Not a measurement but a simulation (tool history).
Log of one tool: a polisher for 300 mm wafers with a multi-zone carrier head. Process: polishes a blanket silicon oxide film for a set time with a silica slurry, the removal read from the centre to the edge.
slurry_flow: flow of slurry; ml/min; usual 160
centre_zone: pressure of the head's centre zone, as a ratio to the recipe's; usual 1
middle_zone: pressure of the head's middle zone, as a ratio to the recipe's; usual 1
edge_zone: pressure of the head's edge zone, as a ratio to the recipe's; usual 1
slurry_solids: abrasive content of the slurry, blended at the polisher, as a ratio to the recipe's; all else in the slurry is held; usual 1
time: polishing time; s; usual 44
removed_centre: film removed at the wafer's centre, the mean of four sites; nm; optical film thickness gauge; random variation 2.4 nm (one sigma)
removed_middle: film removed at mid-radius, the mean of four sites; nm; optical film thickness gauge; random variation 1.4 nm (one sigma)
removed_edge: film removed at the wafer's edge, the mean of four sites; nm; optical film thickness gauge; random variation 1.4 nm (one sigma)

| run | hour | slurry_flow | centre_zone | middle_zone | edge_zone | slurry_solids | time | wafers since the last listed run | wafers polished on this pad | hours since the slurry nozzle was cleaned | hours since the centre zone pressure was calibrated | hours since the edge zone pressure was calibrated | hours since the carrier head's membrane was replaced | incoming thickness of the incoming film, nm | removed_centre | removed_middle | removed_edge |
|---|---|---|---|---|---|---|---|---|---|---|---|---|---|---|---|---|---|
| 1 | 0 | 160 | 1 | 1 | 1 | 1 | 34 | 0 | 390 | 267.8 | 1053.5 | 904.9 | 15.2 | 1753.8 | 127.1 | 132.2 | 129.3 |
| 2 | 15.9 | 160 | 1 | 1 | 1 | 1 | 34 | 183 | 573 | 283.7 | 1069.4 | 920.8 | 31.1 | 1761.8 | 122.8 | 131 | 128.3 |
| 3 | 22.9 | 160 | 1 | 1 | 1 | 1 | 44 | 80 | 654 | 290.7 | 1076.4 | 927.8 | 38.1 | 1744.1 | 155 | 166.6 | 159.4 |
| 4 | 30.2 | 160 | 1 | 1 | 1 | 1 | 44 | 84 | 738 | 298 | 1083.7 | 935.1 | 45.4 | 1739.9 | 156.4 | 165.1 | 160.2 |
| 5 | 44.8 | 140 | 1 | 1 | 0.94 | 1 | 35 | 168 | 907 | 312.6 | 1098.3 | 949.7 | 60 | 1753.1 | 115.9 | 123.4 | 120.4 |
| 6 | 52.2 | 160 | 1 | 1 | 1 | 1.25 | 44 | 85 | 992 | 320 | 1105.7 | 957.1 | 67.4 | 1737.7 | 166.1 | 169.9 | 167.1 |
| 7 | 63.6 | 160 | 1 | 0.94 | 1 | 1 | 44 | 131 | 1124 | 331.4 | 1117.1 | 968.5 | 78.8 | 1751 | 148.3 | 145.7 | 152.6 |
|  | 69.9 | centre zone pressure recalibrated |
|  | 74.6 | worn pad replaced by a new one |
| 8 | 76.7 | 160 | 1 | 1.07 | 1 | 1 | 30 | 81 | 23 | 344.5 | 6.8 | 981.6 | 91.9 | 1748.3 | 116.7 | 130.7 | 122 |
| 9 | 93.2 | 160 | 1 | 1 | 1 | 1 | 44 | 190 | 214 | 361 | 23.3 | 998.1 | 108.4 | 1757.8 | 165.8 | 177.4 | 172.8 |
| 10 | 105.8 | 140 | 1 | 1 | 1 | 1.1 | 44 | 145 | 359 | 373.6 | 35.9 | 1010.7 | 121 | 1749.8 | 166.9 | 173.7 | 170.4 |
| 11 | 113.1 | 160 | 1 | 1 | 1 | 1 | 44 | 84 | 444 | 380.9 | 43.2 | 1018 | 128.3 | 1727.5 | 162.5 | 171.1 | 168.6 |
| 12 | 128.6 | 160 | 1 | 1.1 | 1 | 1 | 44 | 178 | 623 | 396.4 | 58.7 | 1033.5 | 143.8 | 1730.1 | 164.8 | 178.9 | 162.5 |
| 13 | 142 | 160 | 0.88 | 1 | 0.97 | 1 | 32 | 154 | 777 | 409.8 | 72.1 | 1046.9 | 157.2 | 1753.1 | 105.4 | 120.1 | 115.6 |
|  | 149.1 | slurry nozzle cleaned |
|  | 153.5 | edge zone pressure recalibrated |
| 14 | 158.5 | 160 | 0.94 | 1 | 1 | 1 | 44 | 155 | 933 | 9.4 | 88.6 | 5 | 173.7 | 1771.2 | 153.9 | 169.8 | 161.9 |
| 15 | 174.3 | 160 | 1.09 | 1.09 | 1.1 | 1 | 34 | 182 | 1116 | 25.2 | 104.4 | 20.8 | 189.5 | 1745.6 | 130.4 | 134.2 | 126 |
|  | 187.7 | worn pad replaced by a new one |
| 16 | 217.5 | 110 | 1 | 1 | 0.96 | 1 | 44 | 452 | 344 | 68.4 | 147.6 | 64 | 232.7 | 1746.6 | 153.3 | 160.2 | 158.6 |
| 17 | 234.5 | 160 | 1 | 1.09 | 0.89 | 1 | 44 | 196 | 540 | 85.4 | 164.6 | 81 | 249.7 | 1761.9 | 168.3 | 187.6 | 163.3 |
| 18 | 242.5 | 160 | 1 | 1 | 1 | 1 | 44 | 92 | 633 | 93.4 | 172.6 | 89 | 257.7 | 1739.6 | 166.7 | 173.1 | 164.8 |
| 19 | 257.4 | 210 | 1 | 1 | 1 | 1 | 37 | 172 | 805 | 108.3 | 187.5 | 103.9 | 272.6 | 1757 | 142.7 | 150.3 | 143.9 |
| 20 | 267.4 | 160 | 0.94 | 1 | 1 | 0.9 | 55 | 115 | 920 | 118.3 | 197.5 | 113.9 | 282.6 | 1759.5 | 181.1 | 197.3 | 191.4 |
| 21 | 281.6 | 160 | 1 | 1 | 1 | 1 | 44 | 163 | 1084 | 132.5 | 211.7 | 128.1 | 296.8 | 1730.2 | 154.1 | 159 | 156.1 |
|  | 286 | worn pad replaced by a new one |
| 22 | 298.7 | 160 | 1 | 1 | 1 | 0.8 | 59 | 151 | 146 | 149.6 | 228.8 | 145.2 | 313.9 | 1727.8 | 212.7 | 224.5 | 217.4 |

The tool's hidden state at each run:
deviation of the centre zone's pressure from its setpoint, %: 0 in every run
deviation of the edge zone's pressure from its setpoint, %: 0 in every run
H1: removal rate lost through wear of the pad, %
H2: slurry flow missing at the pad, %
| run | H1 | H2 |
|---|---|---|
| 1 | 5.7 | 23.3 |
| 2 | 7.93 | 23.7 |
| 3 | 8.92 | 23.8 |
| 4 | 9.94 | 23.9 |
| 5 | 12 | 24.2 |
| 6 | 13 | 24.3 |
| 7 | 14.6 | 24.5 |
| 8 | 0.308 | 24.7 |
| 9 | 2.63 | 24.9 |
| 10 | 4.4 | 25.1 |
| 11 | 5.42 | 25.2 |
| 12 | 7.6 | 25.3 |
| 13 | 9.48 | 25.5 |
| 14 | 11.8 | 4.43 |
| 15 | 14 | 6.57 |
| 16 | 5.12 | 11.3 |
| 17 | 7.51 | 12.9 |
| 18 | 8.64 | 13.5 |
| 19 | 10.7 | 14.6 |
| 20 | 12.1 | 15.3 |
| 21 | 14.1 | 16.2 |
| 22 | 1.79 | 17.2 |
